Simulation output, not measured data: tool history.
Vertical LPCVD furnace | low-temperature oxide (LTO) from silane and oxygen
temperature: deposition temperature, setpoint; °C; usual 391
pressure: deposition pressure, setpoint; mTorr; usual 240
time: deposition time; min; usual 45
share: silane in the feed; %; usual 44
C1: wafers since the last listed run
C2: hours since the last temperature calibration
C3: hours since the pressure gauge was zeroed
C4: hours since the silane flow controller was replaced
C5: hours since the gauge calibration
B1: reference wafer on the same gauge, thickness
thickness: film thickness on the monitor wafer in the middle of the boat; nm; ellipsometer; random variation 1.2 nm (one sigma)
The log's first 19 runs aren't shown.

{"run": 20, "hour": 676.5, "temperature": 391, "pressure": 240, "time": 45, "share": 38, "C1": 355, "C2": 261.6, "C3": 304.6, "C4": 34.7, "C5": 517.1, "B1": 453.83, "thickness": 339.9}
{"run": 21, "hour": 707.7, "temperature": 391, "pressure": 240, "time": 30, "share": 44, "C1": 455, "C2": 292.8, "C3": 335.8, "C4": 65.9, "C5": 548.3, "B1": 454.07, "thickness": 269.8}
{"run": 22, "hour": 724.9, "temperature": 391, "pressure": 240, "time": 45, "share": 44, "C1": 251, "C2": 310, "C3": 353, "C4": 83.1, "C5": 565.5, "B1": 453.87, "thickness": 404.37}
{"run": 23, "hour": 760.2, "temperature": 391, "pressure": 240, "time": 45, "share": 40, "C1": 515, "C2": 345.3, "C3": 388.3, "C4": 118.4, "C5": 600.8, "B1": 454, "thickness": 362.08}
{"run": 24, "hour": 780.2, "temperature": 391, "pressure": 240, "time": 28.5, "share": 37, "C1": 292, "C2": 365.3, "C3": 408.3, "C4": 138.4, "C5": 620.8, "B1": 454, "thickness": 207.71}
{"run": 25, "hour": 805.1, "temperature": 400, "pressure": 240, "time": 45, "share": 44, "C1": 363, "C2": 390.2, "C3": 433.2, "C4": 163.3, "C5": 645.7, "B1": 454, "thickness": 446.56}
{"run": 26, "hour": 836.3, "temperature": 391, "pressure": 240, "time": 45, "share": 44, "C1": 455, "C2": 421.4, "C3": 464.4, "C4": 194.5, "C5": 676.9, "B1": 453.93, "thickness": 404.81}
{"run": 27, "hour": 860.9, "temperature": 394, "pressure": 300, "time": 33, "share": 44, "C1": 359, "C2": 446, "C3": 489, "C4": 219.1, "C5": 701.5, "B1": 453.92, "thickness": 382.89}
{"run": 28, "hour": 882.0, "temperature": 396, "pressure": 290, "time": 62, "share": 38, "C1": 308, "C2": 467.1, "C3": 510.1, "C4": 240.2, "C5": 722.6, "B1": 453.77, "thickness": 597.52}
{"run": 29, "hour": 909.1, "temperature": 380, "pressure": 240, "time": 33.5, "share": 44, "C1": 396, "C2": 494.2, "C3": 537.2, "C4": 267.3, "C5": 749.7, "B1": 454.03, "thickness": 267.46}

Run 30 comes next. What will it give?
{"hour": 911.3, "done": "gauge calibrated"}
{"run": 30, "hour": 924.5, "temperature": 401, "pressure": 240, "time": 52, "share": 44, "C1": 225, "C2": 509.6, "C3": 552.6, "C4": 282.7, "C5": 13.2, "B1": "?", "thickness": "?"}

Run 30 gave B1 453.82, thickness 520.33 nm.
Without the tool's hidden state the same run would have given thickness 525 nm.

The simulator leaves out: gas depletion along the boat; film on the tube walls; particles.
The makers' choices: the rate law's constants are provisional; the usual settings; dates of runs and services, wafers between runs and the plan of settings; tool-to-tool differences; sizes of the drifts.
